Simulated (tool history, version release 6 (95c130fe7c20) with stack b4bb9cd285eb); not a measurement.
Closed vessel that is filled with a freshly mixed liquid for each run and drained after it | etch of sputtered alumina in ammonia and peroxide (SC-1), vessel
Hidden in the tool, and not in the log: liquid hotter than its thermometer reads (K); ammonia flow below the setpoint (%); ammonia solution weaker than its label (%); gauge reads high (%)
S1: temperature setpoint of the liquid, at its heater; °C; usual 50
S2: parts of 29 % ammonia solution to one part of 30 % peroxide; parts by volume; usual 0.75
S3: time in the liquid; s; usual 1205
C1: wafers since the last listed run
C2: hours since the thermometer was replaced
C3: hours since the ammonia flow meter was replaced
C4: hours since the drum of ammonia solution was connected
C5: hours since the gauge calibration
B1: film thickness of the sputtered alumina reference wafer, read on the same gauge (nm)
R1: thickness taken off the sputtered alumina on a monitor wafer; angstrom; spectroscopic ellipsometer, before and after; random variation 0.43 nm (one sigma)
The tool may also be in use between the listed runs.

{"run": 1, "day": 0.0, "S1": 50, "S2": 0.75, "S3": 1465, "C1": 0, "C2": 1111, "C3": 405.9, "C4": 732.2, "C5": 169.4, "B1": 30, "R1": 717.9}
{"run": 2, "day": 1.833, "S1": 50, "S2": 0.5, "S3": 1205, "C1": 2138, "C2": 1155, "C3": 449.9, "C4": 776.2, "C5": 213.4, "B1": 29.99, "R1": 566.9}
{"run": 3, "day": 2.946, "S1": 57, "S2": 0.9, "S3": 1205, "C1": 1297, "C2": 1181.7, "C3": 476.6, "C4": 802.9, "C5": 240.1, "B1": 30, "R1": 874}
{"run": 4, "day": 7.833, "S1": 57, "S2": 0.9, "S3": 1205, "C1": 5701, "C2": 1299, "C3": 593.9, "C4": 920.2, "C5": 357.4, "B1": 30.01, "R1": 874.3}
{"run": 5, "day": 10.817, "S1": 50, "S2": 0.75, "S3": 1205, "C1": 3479, "C2": 1370.6, "C3": 665.5, "C4": 991.8, "C5": 429, "B1": 29.99, "R1": 596.7}
{"run": 6, "day": 13.775, "S1": 50, "S2": 0.75, "S3": 1205, "C1": 3450, "C2": 1441.6, "C3": 736.5, "C4": 1062.8, "C5": 500, "B1": 30, "R1": 599.4}
{"day": 14.396, "done": "thermometer replaced"}
{"run": 7, "day": 15.683, "S1": 50, "S2": 0.95, "S3": 1205, "C1": 2177, "C2": 30.9, "C3": 782.3, "C4": 1108.6, "C5": 545.8, "B1": 30.02, "R1": 575.2}
{"day": 16.371, "done": "new drum of ammonia solution connected"}
{"day": 16.792, "done": "gauge calibrated"}
{"run": 8, "day": 16.892, "S1": 50, "S2": 0.95, "S3": 1205, "C1": 1360, "C2": 59.9, "C3": 811.3, "C4": 12.5, "C5": 2.4, "B1": 30, "R1": 575.2}
{"run": 9, "day": 18.912, "S1": 50, "S2": 0.75, "S3": 1205, "C1": 2357, "C2": 108.4, "C3": 859.8, "C4": 61, "C5": 50.9, "B1": 29.99, "R1": 561.5}
{"run": 10, "day": 21.45, "S1": 50, "S2": 0.4, "S3": 1205, "C1": 2959, "C2": 169.3, "C3": 920.7, "C4": 121.9, "C5": 111.8, "B1": 29.99, "R1": 528.2}
{"day": 21.675, "done": "ammonia flow meter replaced"}
{"run": 11, "day": 23.158, "S1": 50, "S2": 0.75, "S3": 1205, "C1": 1944, "C2": 210.3, "C3": 35.6, "C4": 162.9, "C5": 152.8, "B1": 30, "R1": 568.2}
{"run": 12, "day": 26.071, "S1": 50, "S2": 0.75, "S3": 1205, "C1": 3397, "C2": 280.2, "C3": 105.5, "C4": 232.8, "C5": 222.7, "B1": 30.01, "R1": 571.1}
{"run": 13, "day": 29.708, "S1": 50, "S2": 0.75, "S3": 1610, "C1": 4243, "C2": 367.5, "C3": 192.8, "C4": 320.1, "C5": 310, "B1": 30, "R1": 768.6}
{"run": 14, "day": 31.671, "S1": 46.5, "S2": 0.75, "S3": 1205, "C1": 2289, "C2": 414.6, "C3": 239.9, "C4": 367.2, "C5": 357.1, "B1": 30.02, "R1": 466.8}
{"run": 15, "day": 34.367, "S1": 59.5, "S2": 0.85, "S3": 1205, "C1": 3144, "C2": 479.3, "C3": 304.6, "C4": 431.9, "C5": 421.8, "B1": 30.01, "R1": 956.7}
{"run": 16, "day": 36.788, "S1": 50, "S2": 1, "S3": 1595, "C1": 2823, "C2": 537.4, "C3": 362.7, "C4": 490, "C5": 479.9, "B1": 30, "R1": 785.4}
{"day": 38.092, "done": "gauge calibrated"}
{"run": 17, "day": 38.117, "S1": 50, "S2": 0.75, "S3": 570, "C1": 1550, "C2": 569.3, "C3": 394.6, "C4": 521.9, "C5": 0.6, "B1": 30, "R1": 276.4}
{"run": 18, "day": 40.512, "S1": 50, "S2": 0.75, "S3": 1500, "C1": 2794, "C2": 626.8, "C3": 452.1, "C4": 579.4, "C5": 58.1, "B1": 29.99, "R1": 710.5}
{"run": 19, "day": 42.75, "S1": 42, "S2": 0.4, "S3": 1700, "C1": 2609, "C2": 680.5, "C3": 505.8, "C4": 633.1, "C5": 111.8, "B1": 30, "R1": 492.1}

5 ways to go on from here, each from the tool as it stands after run 19. What would each give?
{"run": "A", "day": 42.792, "S1": 50, "S2": 0.75, "S3": 1205, "C1": 48, "C2": 681.5, "C3": 506.8, "C4": 634.1, "C5": 112.8, "B1": "?", "R1": "?"}
{"run": "B", "day": 42.792, "S1": 44, "S2": 0.75, "S3": 1205, "C1": 48, "C2": 681.5, "C3": 506.8, "C4": 634.1, "C5": 112.8, "B1": "?", "R1": "?"}
{"run": "C", "day": 42.792, "S1": 56, "S2": 0.85, "S3": 1205, "C1": 48, "C2": 681.5, "C3": 506.8, "C4": 634.1, "C5": 112.8, "B1": "?", "R1": "?"}
{"run": "D", "day": 42.792, "S1": 42, "S2": 0.75, "S3": 795, "C1": 48, "C2": 681.5, "C3": 506.8, "C4": 634.1, "C5": 112.8, "B1": "?", "R1": "?"}
{"run": "E", "day": 42.792, "S1": 50, "S2": 1.05, "S3": 1205, "C1": 48, "C2": 681.5, "C3": 506.8, "C4": 634.1, "C5": 112.8, "B1": "?", "R1": "?"}

run=A B1=30.02 R1=583
run=B B1=30.02 R1=417.1
run=C B1=30.02 R1=813.4
run=D B1=30.02 R1=245.3
run=E B1=30.02 R1=602
Without the tool's hidden state the same runs would have given:
run=A R1=555.2
run=B R1=396.4
run=C R1=776.2
run=D R1=233
run=E R1=573.3
